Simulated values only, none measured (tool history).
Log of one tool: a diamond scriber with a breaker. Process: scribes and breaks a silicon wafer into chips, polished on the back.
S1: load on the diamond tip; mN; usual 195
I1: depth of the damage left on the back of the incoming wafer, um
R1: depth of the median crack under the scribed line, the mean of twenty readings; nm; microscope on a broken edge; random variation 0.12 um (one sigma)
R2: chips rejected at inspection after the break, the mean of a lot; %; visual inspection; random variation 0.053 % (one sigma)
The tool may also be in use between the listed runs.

run   hour   S1    I1    R1    R2
  1      0  169  0.01  5560  3.35
  2   24.6  195  0.03  6000  1.36
  3   61.3  195  0.02  6070  1.72
  4  114.5  195  0.04  6080  1.96
  5  150.2  195  0.05  5960  2.49
  6  198.7  235  0.05  6560   0.8
  7  227.3  235  0.05  6470  0.83
  8  270.2  235  0.04  6430  1.02
  9  303.5  217  0.03  6040  2.12
     332.9  -- diamond tip replaced by a new one
 10  507.4  250  0.02  7130  1.69
 11  576.6  195  0.02  6000  2.12
 12  607.6  164  0.05  5310  7.24
 13    632  195  0.03  5730  2.82
     676.1  -- load on the tip recalibrated
 14  676.6  195  0.05  5980  3.17
 15  719.5  162  0.05  5160  9.53
     775.1  -- diamond tip replaced by a new one
 16  781.8  240  0.03  7440  2.93
 17    910  216  0.03  6580  0.79
 18  962.8  175  0.03  5790  3.17
 19  997.7  195  0.05  6040   1.7

Forecast each of these 5 alternatives for the next run:
  A  998.3  139  0.01   ?   ?
  B  998.3  224  0.01   ?   ?
  C  998.3  230  0.01   ?   ?
  D  998.3  221  0.01   ?   ?
  E  998.3  149  0.01   ?   ?

run    R1     R2
  A  5050  11.98
  B  6860   0.87
  C  6980   0.95
  D  6800   0.85
  E  5280   9.01
Without the tool's hidden state the same runs would have given:
run    R1    R2
  A  5470  6.99
  B  7420  1.92
  C  7550  2.37
  D  7360  1.72
  E  5710  4.78

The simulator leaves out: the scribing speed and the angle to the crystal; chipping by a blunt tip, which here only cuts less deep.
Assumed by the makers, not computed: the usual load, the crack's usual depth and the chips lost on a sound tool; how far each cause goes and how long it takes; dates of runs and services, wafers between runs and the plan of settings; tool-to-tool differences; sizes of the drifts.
